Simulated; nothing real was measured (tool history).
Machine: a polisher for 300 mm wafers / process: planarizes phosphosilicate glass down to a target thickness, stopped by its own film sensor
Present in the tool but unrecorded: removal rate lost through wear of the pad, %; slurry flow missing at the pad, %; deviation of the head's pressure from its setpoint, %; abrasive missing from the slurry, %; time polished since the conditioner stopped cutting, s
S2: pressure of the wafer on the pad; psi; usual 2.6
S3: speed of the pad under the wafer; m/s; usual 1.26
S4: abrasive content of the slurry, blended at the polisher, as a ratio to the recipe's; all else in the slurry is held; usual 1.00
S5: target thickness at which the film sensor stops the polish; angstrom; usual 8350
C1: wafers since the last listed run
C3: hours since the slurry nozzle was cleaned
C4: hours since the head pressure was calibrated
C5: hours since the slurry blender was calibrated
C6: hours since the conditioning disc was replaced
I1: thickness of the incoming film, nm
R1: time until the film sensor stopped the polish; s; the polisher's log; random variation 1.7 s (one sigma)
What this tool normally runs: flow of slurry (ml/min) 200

Run 1, day 0.000: usual settings; C1 0; wafers polished on this pad 1122; C3 538.4; C4 953.6; C5 178.3; C6 329.1; I1 1612.5. Result: R1 129.6 s.
At day 0.079: worn pad replaced by a new one.
Run 2, day 0.442: usual settings; C1 74; wafers polished on this pad 74; C3 549.0; C4 964.2; C5 188.9; C6 339.7; I1 1643.4. Result: R1 137.9 s.
Run 3, day 1.258: usual settings; C1 167; wafers polished on this pad 242; C3 568.6; C4 983.8; C5 208.5; C6 359.3; I1 1637.3. Result: R1 138.2 s.
Run 4, day 1.567: usual settings; C1 63; wafers polished on this pad 306; C3 576.0; C4 991.2; C5 215.9; C6 366.7; I1 1659.9. Result: R1 135.5 s.
Run 5, day 2.650: usual settings; C1 222; wafers polished on this pad 528; C3 602.0; C4 1017.2; C5 241.9; C6 392.7; I1 1617.9. Result: R1 134.1 s.
Run 6, day 3.362: usual settings; C1 146; wafers polished on this pad 675; C3 619.1; C4 1034.3; C5 259.0; C6 409.8; I1 1658.5. Result: R1 143.0 s.
At day 3.838: head pressure recalibrated.
Run 7, day 3.858: usual settings but S4 1.15; C1 84; wafers polished on this pad 760; C3 631.0; C4 0.5; C5 270.9; C6 421.7; I1 1649.4. Result: R1 134.9 s.
At day 4.208: slurry blender recalibrated.
Run 8, day 4.229: usual settings but S5 6900 angstrom; C1 59; wafers polished on this pad 819; C3 639.9; C4 9.4; C5 0.5; C6 430.6; I1 1634.5. Result: R1 161.1 s.
Run 9, day 5.367: usual settings; C1 233; wafers polished on this pad 1053; C3 667.2; C4 36.7; C5 27.8; C6 457.9; I1 1662.0. Result: R1 150.5 s.
At day 5.642: slurry nozzle cleaned.
At day 5.717: worn pad replaced by a new one.
Run 10, day 5.738: usual settings; C1 51; wafers polished on this pad 4; C3 2.3; C4 45.6; C5 36.7; C6 466.8; I1 1643.1. Result: R1 143.7 s.
Run 11, day 6.150: usual settings but S4 1.20, S5 11020 angstrom; C1 84; wafers polished on this pad 89; C3 12.2; C4 55.5; C5 46.6; C6 476.7; I1 1642.2. Result: R1 90.5 s.
Run 12, day 6.562: usual settings; C1 84; wafers polished on this pad 173; C3 22.1; C4 65.4; C5 56.5; C6 486.6; I1 1658.0. Result: R1 147.7 s.
Run 13, day 7.000: usual settings; C1 89; wafers polished on this pad 263; C3 32.6; C4 75.9; C5 67.0; C6 497.1; I1 1609.1. Result: R1 136.1 s.
At day 7.521: conditioning disc replaced and pad reconditioned.
Run 14, day 7.596: usual settings but S4 1.25; C1 105; wafers polished on this pad 369; C3 46.9; C4 90.2; C5 81.3; C6 1.8; I1 1656.9. Result: R1 107.5 s.
Run 15, day 8.188: usual settings but S3 1.06 m/s, S4 1.10; C1 121; wafers polished on this pad 490; C3 61.1; C4 104.4; C5 95.5; C6 16.0; I1 1622.2. Result: R1 119.1 s.
Run 16, day 8.642: usual settings but S2 2.1 psi; C1 93; wafers polished on this pad 584; C3 72.0; C4 115.3; C5 106.4; C6 26.9; I1 1637.6. Result: R1 138.6 s.
Run 17, day 9.217: usual settings; C1 118; wafers polished on this pad 702; C3 85.8; C4 129.1; C5 120.2; C6 40.7; I1 1654.2. Result: R1 116.6 s.
Run 18, day 9.508: usual settings but S2 3.2 psi, S3 1.58 m/s; C1 59; wafers polished on this pad 762; C3 92.8; C4 136.1; C5 127.2; C6 47.7; I1 1615.1. Result: R1 82.6 s.
Run 19, day 9.779: usual settings; C1 55; wafers polished on this pad 818; C3 99.3; C4 142.6; C5 133.7; C6 54.2; I1 1626.2. Result: R1 116.0 s.
Run 20, day 10.267: usual settings but S2 3.0 psi, S5 5810 angstrom; C1 100; wafers polished on this pad 918; C3 111.0; C4 154.3; C5 145.4; C6 65.9; I1 1653.3. Result: R1 137.6 s.
Run 21, day 10.800: usual settings but S2 3.1 psi, S5 10360 angstrom; C1 109; wafers polished on this pad 1027; C3 123.8; C4 167.1; C5 158.2; C6 78.7; I1 1644.4. Result: R1 75.6 s.

Hidden state at the last listed run before each entry between runs and at the first one after, where it differs:
Run 1 -> run 2: worn pad replaced by a new one (day 0.079)
  time polished since the conditioner stopped cutting, s: 427 -> 440
  difference, measured minus the result without the unlogged condition, R1: +25.2 -> +27.4 s
Run 6 -> run 7: head pressure recalibrated (day 3.838)
  time polished since the conditioner stopped cutting, s: 525 -> 539
  difference, measured minus the result without the unlogged condition, R1: +32.2 -> +30.8 s
Run 7 -> run 8: slurry blender recalibrated (day 4.208)
  time polished since the conditioner stopped cutting, s: 539 -> 550
  difference, measured minus the result without the unlogged condition, R1: +30.8 -> +37.4 s
Run 9 -> run 10: slurry nozzle cleaned (day 5.642); worn pad replaced by a new one (day 5.717)
  time polished since the conditioner stopped cutting, s: 583 -> 594
  difference, measured minus the result without the unlogged condition, R1: +36.3 -> +35.1 s
Run 13 -> run 14: conditioning disc replaced and pad reconditioned (day 7.521)
  time polished since the conditioner stopped cutting, s: 631 -> 80.1
  difference, measured minus the result without the unlogged condition, R1: +34.6 -> +5.1 s

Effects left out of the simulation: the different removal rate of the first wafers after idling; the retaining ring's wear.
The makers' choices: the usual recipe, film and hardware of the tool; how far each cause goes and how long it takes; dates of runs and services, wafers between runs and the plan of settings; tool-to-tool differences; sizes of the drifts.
